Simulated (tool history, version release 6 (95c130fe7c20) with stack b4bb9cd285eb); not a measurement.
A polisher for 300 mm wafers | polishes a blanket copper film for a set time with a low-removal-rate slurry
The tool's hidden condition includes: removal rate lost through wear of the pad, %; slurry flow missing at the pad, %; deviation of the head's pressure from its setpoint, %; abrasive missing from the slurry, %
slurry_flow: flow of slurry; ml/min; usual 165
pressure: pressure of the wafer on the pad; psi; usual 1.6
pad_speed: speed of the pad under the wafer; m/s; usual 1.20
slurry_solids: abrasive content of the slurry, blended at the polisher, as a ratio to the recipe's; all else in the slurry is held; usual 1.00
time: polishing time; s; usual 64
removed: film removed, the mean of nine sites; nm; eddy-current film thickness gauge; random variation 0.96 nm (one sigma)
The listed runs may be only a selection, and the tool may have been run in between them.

| run | hour | slurry_flow | pressure | pad_speed | slurry_solids | time | wafers since the last listed run | wafers polished on this pad | hours since the slurry nozzle was cleaned | hours since the head pressure was calibrated | hours since the slurry blender was calibrated | incoming thickness of the incoming film, nm | removed |
|---|---|---|---|---|---|---|---|---|---|---|---|---|---|
| 1 | 0.0 | 165 | 1.6 | 1.20 | 1.00 | 59 | 0 | 2091 | 466.5 | 763.7 | 81.9 | 905.7 | 85.0 |
|  | 120.3 | slurry nozzle cleaned |
| 2 | 178.1 | 165 | 1.2 | 1.20 | 1.00 | 64 | 1096 | 3187 | 57.8 | 941.8 | 260.0 | 899.2 | 74.0 |
|  | 229.1 | worn pad replaced by a new one |
| 3 | 284.7 | 165 | 1.2 | 1.20 | 1.00 | 64 | 635 | 344 | 164.4 | 1048.4 | 366.6 | 912.8 | 73.1 |
|  | 331.8 | head pressure recalibrated |
| 4 | 345.7 | 180 | 2.1 | 1.20 | 1.00 | 64 | 365 | 709 | 225.4 | 13.9 | 427.6 | 896.8 | 139.8 |
| 5 | 435.6 | 165 | 1.6 | 1.20 | 1.00 | 64 | 556 | 1266 | 315.3 | 103.8 | 517.5 | 910.9 | 101.8 |
|  | 445.4 | slurry blender recalibrated |
| 6 | 639.5 | 165 | 1.6 | 1.20 | 1.00 | 64 | 1250 | 2517 | 519.2 | 307.7 | 194.1 | 905.7 | 95.9 |
|  | 680.5 | slurry nozzle cleaned |
| 7 | 693.6 | 165 | 1.6 | 1.20 | 1.00 | 64 | 328 | 2845 | 13.1 | 361.8 | 248.2 | 897.8 | 99.5 |
|  | 806.8 | worn pad replaced by a new one |
|  | 952.1 | slurry blender recalibrated |
| 8 | 980.2 | 165 | 1.6 | 1.20 | 1.00 | 64 | 1738 | 1061 | 299.7 | 648.4 | 28.1 | 908.4 | 98.4 |
| 9 | 1035.6 | 165 | 1.6 | 1.20 | 0.95 | 64 | 343 | 1404 | 355.1 | 703.8 | 83.5 | 912.0 | 95.1 |
| 10 | 1105.8 | 165 | 1.6 | 1.20 | 1.00 | 64 | 434 | 1839 | 425.3 | 774.0 | 153.7 | 911.4 | 93.9 |
| 11 | 1165.5 | 165 | 1.6 | 1.20 | 1.00 | 50 | 369 | 2209 | 485.0 | 833.7 | 213.4 | 894.4 | 72.3 |
|  | 1182.5 | slurry nozzle cleaned |
| 12 | 1266.3 | 165 | 1.6 | 1.20 | 1.00 | 50 | 618 | 2827 | 83.8 | 934.5 | 314.2 | 910.8 | 74.8 |
| 13 | 1329.5 | 125 | 1.6 | 1.20 | 1.00 | 70 | 391 | 3218 | 147.0 | 997.7 | 377.4 | 900.0 | 99.5 |
| 14 | 1378.0 | 165 | 1.6 | 0.86 | 0.85 | 64 | 300 | 3519 | 195.5 | 1046.2 | 425.9 | 911.9 | 73.5 |
|  | 1437.6 | worn pad replaced by a new one |
|  | 1441.3 | slurry blender recalibrated |
| 15 | 1466.1 | 165 | 1.6 | 1.20 | 1.00 | 64 | 508 | 164 | 283.6 | 1134.3 | 24.8 | 906.8 | 94.6 |
| 16 | 1538.4 | 130 | 1.6 | 1.20 | 1.00 | 64 | 447 | 611 | 355.9 | 1206.6 | 97.1 | 905.7 | 89.0 |
|  | 1575.8 | head pressure recalibrated |
| 17 | 1588.1 | 125 | 1.6 | 1.20 | 1.15 | 64 | 295 | 907 | 405.6 | 12.3 | 146.8 | 911.2 | 100.8 |
| 18 | 1645.7 | 165 | 1.6 | 1.20 | 1.00 | 64 | 356 | 1264 | 463.2 | 69.9 | 204.4 | 922.7 | 99.5 |

Run 19 is up next; what results do you expect?
| 19 | 1744.8 | 165 | 1.6 | 1.20 | 1.00 | 42 | 613 | 1878 | 562.3 | 169.0 | 303.5 | 910.2 | ? |

{"run 19": {"removed": 62.0}}
Were there no unlogged condition in the tool, this run, its random variation unchanged, would have produced removed 69.1 nm.
